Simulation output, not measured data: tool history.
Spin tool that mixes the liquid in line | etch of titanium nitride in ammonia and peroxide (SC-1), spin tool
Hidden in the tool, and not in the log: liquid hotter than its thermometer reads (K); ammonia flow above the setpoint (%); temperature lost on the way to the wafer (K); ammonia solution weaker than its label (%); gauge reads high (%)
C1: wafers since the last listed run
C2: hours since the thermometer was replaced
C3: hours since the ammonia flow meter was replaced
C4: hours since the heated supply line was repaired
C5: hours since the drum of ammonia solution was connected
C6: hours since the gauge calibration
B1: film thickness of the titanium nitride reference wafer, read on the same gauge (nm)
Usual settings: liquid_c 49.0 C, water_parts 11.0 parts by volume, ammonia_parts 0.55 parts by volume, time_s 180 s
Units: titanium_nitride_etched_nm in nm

run 1 hour=0.0 | liquid_c=49.0 water_parts=11.0 ammonia_parts=0.55 time_s=180 | C1=0 C2=1515.4 C3=314.0 C4=831.0 C5=806.0 C6=695.5 | B1=80.00 | titanium_nitride_etched_nm=12.08
run 2 hour=31.8 | liquid_c=49.0 water_parts=11.0 ammonia_parts=0.55 time_s=180 | C1=143 C2=1547.2 C3=345.8 C4=862.8 C5=837.8 C6=727.3 | B1=79.98 | titanium_nitride_etched_nm=12.24
run 3 hour=52.9 | liquid_c=49.0 water_parts=11.0 ammonia_parts=0.55 time_s=180 | C1=95 C2=1568.3 C3=366.9 C4=883.9 C5=858.9 C6=748.4 | B1=80.02 | titanium_nitride_etched_nm=12.26
run 4 hour=84.0 | liquid_c=49.0 water_parts=11.0 ammonia_parts=0.55 time_s=180 | C1=140 C2=1599.4 C3=398.0 C4=915.0 C5=890.0 C6=779.5 | B1=80.05 | titanium_nitride_etched_nm=12.25
run 5 hour=108.2 | liquid_c=56.5 water_parts=11.0 ammonia_parts=0.55 time_s=110 | C1=109 C2=1623.6 C3=422.2 C4=939.2 C5=914.2 C6=803.7 | B1=80.01 | titanium_nitride_etched_nm=12.50
-- hour=115.4 thermometer replaced
run 6 hour=129.3 | liquid_c=39.5 water_parts=11.0 ammonia_parts=0.55 time_s=85 | C1=90 C2=13.9 C3=443.3 C4=960.3 C5=935.3 C6=824.8 | B1=79.98 | titanium_nitride_etched_nm=3.00
run 7 hour=158.3 | liquid_c=49.0 water_parts=12.5 ammonia_parts=0.55 time_s=180 | C1=130 C2=42.9 C3=472.3 C4=989.3 C5=964.3 C6=853.8 | B1=79.99 | titanium_nitride_etched_nm=11.70
-- hour=159.9 heated supply line repaired
run 8 hour=178.0 | liquid_c=49.0 water_parts=8.5 ammonia_parts=0.40 time_s=180 | C1=84 C2=62.6 C3=492.0 C4=18.1 C5=984.0 C6=873.5 | B1=79.99 | titanium_nitride_etched_nm=13.52
run 9 hour=201.3 | liquid_c=49.0 water_parts=11.0 ammonia_parts=0.40 time_s=180 | C1=105 C2=85.9 C3=515.3 C4=41.4 C5=1007.3 C6=896.8 | B1=79.99 | titanium_nitride_etched_nm=11.87
run 10 hour=231.1 | liquid_c=49.0 water_parts=11.0 ammonia_parts=0.55 time_s=180 | C1=134 C2=115.7 C3=545.1 C4=71.2 C5=1037.1 C6=926.6 | B1=80.04 | titanium_nitride_etched_nm=12.61
-- hour=245.9 thermometer replaced, repeated, since the last time left the tool worse
run 11 hour=263.6 | liquid_c=49.0 water_parts=11.0 ammonia_parts=0.75 time_s=145 | C1=142 C2=17.7 C3=577.6 C4=103.7 C5=1069.6 C6=959.1 | B1=79.97 | titanium_nitride_etched_nm=10.04
-- hour=275.0 ammonia flow meter replaced
-- hour=281.7 gauge calibrated
run 12 hour=296.6 | liquid_c=57.5 water_parts=11.0 ammonia_parts=0.80 time_s=180 | C1=144 C2=50.7 C3=21.6 C4=136.7 C5=1102.6 C6=14.9 | B1=80.03 | titanium_nitride_etched_nm=22.68
-- hour=310.8 new drum of ammonia solution connected
run 13 hour=364.9 | liquid_c=57.5 water_parts=8.0 ammonia_parts=0.55 time_s=210 | C1=303 C2=119.0 C3=89.9 C4=205.0 C5=54.1 C6=83.2 | B1=79.97 | titanium_nitride_etched_nm=29.15

The next listed run, before its measurement:
run 14 hour=393.9 | liquid_c=58.5 water_parts=13.0 ammonia_parts=0.75 time_s=110 | C1=130 C2=148.0 C3=118.9 C4=234.0 C5=83.1 C6=112.2 | B1=? | titanium_nitride_etched_nm=?

Run 14 gave B1 80.03, titanium_nitride_etched_nm 13.44 nm.
Without the tool's hidden state the same run would have given titanium_nitride_etched_nm 13.34 nm.

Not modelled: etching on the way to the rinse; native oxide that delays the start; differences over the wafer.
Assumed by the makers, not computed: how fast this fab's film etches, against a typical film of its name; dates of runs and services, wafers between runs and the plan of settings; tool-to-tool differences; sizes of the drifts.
